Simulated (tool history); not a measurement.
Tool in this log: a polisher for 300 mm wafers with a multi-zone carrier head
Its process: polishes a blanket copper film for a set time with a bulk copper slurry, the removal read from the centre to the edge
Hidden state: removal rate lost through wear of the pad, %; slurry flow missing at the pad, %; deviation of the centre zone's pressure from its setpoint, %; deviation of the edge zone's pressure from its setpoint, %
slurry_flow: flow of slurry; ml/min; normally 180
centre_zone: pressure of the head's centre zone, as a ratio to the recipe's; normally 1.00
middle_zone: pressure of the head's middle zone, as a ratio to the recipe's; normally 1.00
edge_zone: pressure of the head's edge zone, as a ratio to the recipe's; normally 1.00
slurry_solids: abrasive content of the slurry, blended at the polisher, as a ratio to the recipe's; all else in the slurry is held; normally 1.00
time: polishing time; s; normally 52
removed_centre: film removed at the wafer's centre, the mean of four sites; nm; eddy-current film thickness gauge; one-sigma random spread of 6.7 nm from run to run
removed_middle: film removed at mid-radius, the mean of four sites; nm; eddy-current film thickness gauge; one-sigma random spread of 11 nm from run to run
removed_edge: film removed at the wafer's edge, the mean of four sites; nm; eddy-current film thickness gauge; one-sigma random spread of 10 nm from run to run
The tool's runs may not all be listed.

run	hour	slurry_flow	centre_zone	middle_zone	edge_zone	slurry_solids	time	wafers since the last listed run	wafers polished on this pad	hours since the slurry nozzle was cleaned	hours since the centre zone pressure was calibrated	hours since the edge zone pressure was calibrated	hours since the carrier head's membrane was replaced	incoming thickness of the incoming film, nm	removed_centre	removed_middle	removed_edge
1	0.0	220	1.00	1.00	1.00	1.00	52	0	1052	255.5	871.6	454.6	1792.7	1949.8	834.2	755.1	726.5
# hour 6.9: worn pad replaced by a new one
2	8.0	220	1.00	1.00	1.00	1.00	52	46	12	263.5	879.6	462.6	1800.7	2003.1	826.7	767.8	737.2
3	21.5	180	1.00	1.00	0.94	1.00	52	155	167	277.0	893.1	476.1	1814.2	1950.0	803.4	722.8	691.1
# hour 24.0: edge zone pressure recalibrated
# hour 37.2: carrier head's membrane replaced by a new one
4	37.7	180	1.00	1.00	0.94	1.00	52	105	273	293.2	909.3	13.7	0.5	2010.2	790.5	719.8	687.1
5	43.9	180	1.00	1.00	1.00	1.00	52	71	344	299.4	915.5	19.9	6.7	2012.0	791.8	723.9	689.3
6	57.2	180	1.00	1.00	1.00	1.00	52	152	497	312.7	928.8	33.2	20.0	1993.4	803.6	702.6	727.9
7	66.8	180	1.00	1.00	1.00	1.00	52	110	608	322.3	938.4	42.8	29.6	1957.2	801.5	741.0	716.4
# hour 70.0: centre zone pressure recalibrated
# hour 104.9: slurry nozzle cleaned
# hour 106.8: worn pad replaced by a new one
8	119.1	180	1.00	1.00	1.00	1.00	52	544	141	14.2	49.1	95.1	81.9	1963.3	841.9	730.8	713.3
9	127.6	120	1.00	0.95	1.00	1.00	52	97	238	22.7	57.6	103.6	90.4	1950.9	761.5	633.6	663.3
# hour 136.9: centre zone pressure recalibrated, repeated, since the last time left the tool worse
10	142.6	180	1.00	1.00	1.00	1.00	52	149	388	37.7	5.7	118.6	105.4	1955.0	712.7	730.0	714.3
11	155.4	180	1.00	0.89	1.00	1.00	52	147	535	50.5	18.5	131.4	118.2	1954.8	724.0	659.4	717.9
12	166.6	180	1.00	1.00	1.00	1.00	65	128	664	61.7	29.7	142.6	129.4	1979.4	917.7	915.7	865.1
13	175.1	180	1.00	1.00	1.00	1.00	59	97	762	70.2	38.2	151.1	137.9	1937.2	822.3	821.0	802.5
# hour 184.6: worn pad replaced by a new one
14	185.1	180	1.09	1.00	1.00	1.00	52	69	5	80.2	48.2	161.1	147.9	1954.5	799.7	719.8	708.3
15	193.8	180	1.00	1.00	1.00	1.00	52	100	105	88.9	56.9	169.8	156.6	1996.1	730.1	731.5	708.8
16	210.4	180	1.00	1.00	0.95	1.00	52	190	296	105.5	73.5	186.4	173.2	1974.2	725.8	743.4	716.5
17	222.9	180	1.00	1.00	1.10	1.25	52	143	440	118.0	86.0	198.9	185.7	1944.2	740.9	765.9	769.9
18	231.9	180	1.12	1.00	1.00	1.00	52	103	543	127.0	95.0	207.9	194.7	1997.5	810.3	726.9	726.5
19	246.1	180	0.96	1.00	1.00	1.00	41	163	706	141.2	109.2	222.1	208.9	1937.8	547.2	573.6	561.3
20	263.3	125	1.05	1.00	1.00	1.00	52	197	904	158.4	126.4	239.3	226.1	1952.8	706.8	693.1	674.3

What if the next run were any one of these 5? Each begins from the tool's condition after run 20:
A	263.7	180	1.00	1.00	1.00	1.00	52	4	909	158.8	126.8	239.7	226.5	1953.6	?	?	?
B	263.7	180	0.94	0.91	1.00	1.00	65	4	909	158.8	126.8	239.7	226.5	1953.6	?	?	?
C	263.7	180	1.00	1.00	1.00	1.00	34	4	909	158.8	126.8	239.7	226.5	1953.6	?	?	?
D	263.7	225	1.00	0.89	1.00	1.30	52	4	909	158.8	126.8	239.7	226.5	1953.6	?	?	?
E	263.7	180	1.00	0.93	0.89	1.00	52	4	909	158.8	126.8	239.7	226.5	1953.6	?	?	?

run	removed_centre	removed_middle	removed_edge
A	731.1	720.5	711.9
B	858.0	832.5	891.0
C	478.0	471.1	465.5
D	792.3	706.2	763.7
E	730.7	678.0	674.7
With no hidden state in the tool, these same runs would have given:
run	removed_centre	removed_middle	removed_edge
A	731.8	720.5	711.9
B	858.9	832.4	891.0
C	478.5	471.1	465.5
D	793.1	706.2	763.7
E	731.4	678.0	674.7

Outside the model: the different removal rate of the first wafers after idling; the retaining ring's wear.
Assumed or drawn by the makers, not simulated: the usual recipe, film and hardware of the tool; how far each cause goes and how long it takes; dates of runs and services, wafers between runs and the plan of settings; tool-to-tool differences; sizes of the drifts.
